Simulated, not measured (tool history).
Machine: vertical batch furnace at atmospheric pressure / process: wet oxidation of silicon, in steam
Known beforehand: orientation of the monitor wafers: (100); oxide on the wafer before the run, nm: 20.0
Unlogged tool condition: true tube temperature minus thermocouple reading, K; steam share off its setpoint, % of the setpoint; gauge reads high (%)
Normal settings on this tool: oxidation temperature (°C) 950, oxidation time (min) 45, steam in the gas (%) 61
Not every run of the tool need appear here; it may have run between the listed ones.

| run | hour | oxidation temperature (°C) | oxidation time (min) | steam in the gas (%) | wafers since the last listed run | hours since the last temperature calibration | hours since the steam generator was serviced | hours since the gauge calibration | read-back reference wafer on the same gauge, thickness | oxide thickness on the monitor wafer (nm) |
|---|---|---|---|---|---|---|---|---|---|---|
| 1 | 0 | 950 | 45 | 61 | 0 | 1063.9 | 3221.8 | 650.5 | 181.75 | 157.11 |
| 2 | 22.3 | 950 | 45 | 61 | 427 | 1086.2 | 3244.1 | 672.8 | 182.18 | 157.6 |
| 3 | 83.2 | 950 | 45 | 61 | 1168 | 1147.1 | 3305 | 733.7 | 182.06 | 158.22 |
| 4 | 107.6 | 950 | 45 | 61 | 468 | 1171.5 | 3329.4 | 758.1 | 182.12 | 157.23 |
| 5 | 141.6 | 950 | 45 | 61 | 652 | 1205.5 | 3363.4 | 792.1 | 182.02 | 156.67 |
| 6 | 195 | 950 | 45 | 63 | 1024 | 1258.9 | 3416.8 | 845.5 | 181.9 | 160.78 |
| 7 | 230.1 | 950 | 45 | 61 | 673 | 1294 | 3451.9 | 880.6 | 182.08 | 157.18 |
| 8 | 263.6 | 950 | 45 | 61 | 642 | 1327.5 | 3485.4 | 914.1 | 182.07 | 156.46 |
| 9 | 290.6 | 950 | 45 | 61 | 518 | 1354.5 | 3512.4 | 941.1 | 182.04 | 157.48 |
| 10 | 324.7 | 950 | 45 | 61 | 654 | 1388.6 | 3546.5 | 975.2 | 182.08 | 156.85 |
| 11 | 339.3 | 950 | 45 | 61 | 280 | 1403.2 | 3561.1 | 989.8 | 182.01 | 156.29 |
|  | 407.7 | steam generator serviced |
| 12 | 411.9 | 950 | 45 | 61 | 932 | 1475.8 | 4.2 | 1062.4 | 182.07 | 151.02 |
| 13 | 446.5 | 950 | 45 | 61 | 663 | 1510.4 | 38.8 | 1097 | 181.95 | 150.8 |
| 14 | 467.1 | 950 | 45 | 61 | 395 | 1531 | 59.4 | 1117.6 | 181.95 | 150.94 |
| 15 | 493.8 | 950 | 45 | 61 | 512 | 1557.7 | 86.1 | 1144.3 | 182.03 | 150.88 |
|  | 521.1 | gauge calibrated |
| 16 | 523.7 | 950 | 45 | 61 | 573 | 1587.6 | 116 | 2.6 | 181.79 | 150.71 |
| 17 | 538.6 | 931 | 33 | 53 | 285 | 1602.5 | 130.9 | 17.5 | 182 | 89.83 |
| 18 | 559.4 | 959 | 45 | 53 | 399 | 1623.3 | 151.7 | 38.3 | 181.9 | 147.63 |
|  | 590.4 | steam generator serviced, repeated, since the last time left the tool worse |
| 19 | 590.9 | 961 | 45 | 51 | 143 | 1654.8 | 0.5 | 69.8 | 181.97 | 160.25 |
|  | 639 | thermocouples replaced and temperature profile calibrated |
| 20 | 693 | 950 | 45 | 61 | 1498 | 54 | 102.6 | 171.9 | 181.75 | 164.05 |
| 21 | 713.7 | 950 | 45 | 61 | 397 | 74.7 | 123.3 | 192.6 | 182.2 | 164.52 |
| 22 | 742.3 | 950 | 62 | 57 | 548 | 103.3 | 151.9 | 221.2 | 181.82 | 199.86 |
| 23 | 769.3 | 970 | 60 | 65 | 518 | 130.3 | 178.9 | 248.2 | 181.9 | 257.94 |
| 24 | 792.6 | 950 | 45 | 61 | 447 | 153.6 | 202.2 | 271.5 | 181.98 | 163.25 |
| 25 | 820.4 | 963 | 62.5 | 50 | 533 | 181.4 | 230 | 299.3 | 181.93 | 204.44 |
| 26 | 864 | 950 | 45 | 61 | 836 | 225 | 273.6 | 342.9 | 182.07 | 163.62 |
| 27 | 887.9 | 939 | 45 | 61 | 458 | 248.9 | 297.5 | 366.8 | 181.73 | 147.22 |
| 28 | 920.3 | 965 | 53.5 | 52 | 621 | 281.3 | 329.9 | 399.2 | 182 | 190.77 |
| 29 | 936.6 | 963 | 37.5 | 53 | 312 | 297.6 | 346.2 | 415.5 | 182.13 | 145.19 |
| 30 | 954.8 | 950 | 36.5 | 64 | 349 | 315.8 | 364.4 | 433.7 | 181.98 | 145.57 |
| 31 | 979.9 | 937 | 38.5 | 70 | 481 | 340.9 | 389.5 | 458.8 | 181.85 | 141.24 |

For run 32, what comes out?
| 32 | 1002 | 969 | 45 | 61 | 424 | 363 | 411.6 | 480.9 | ? | ? |

Run 32 came out at read-back reference wafer on the same gauge, thickness 182, oxide thickness on the monitor wafer (nm) 197.77.
The same run, on a tool lacking any hidden state, would have yielded oxide thickness on the monitor wafer (nm) 198.01.

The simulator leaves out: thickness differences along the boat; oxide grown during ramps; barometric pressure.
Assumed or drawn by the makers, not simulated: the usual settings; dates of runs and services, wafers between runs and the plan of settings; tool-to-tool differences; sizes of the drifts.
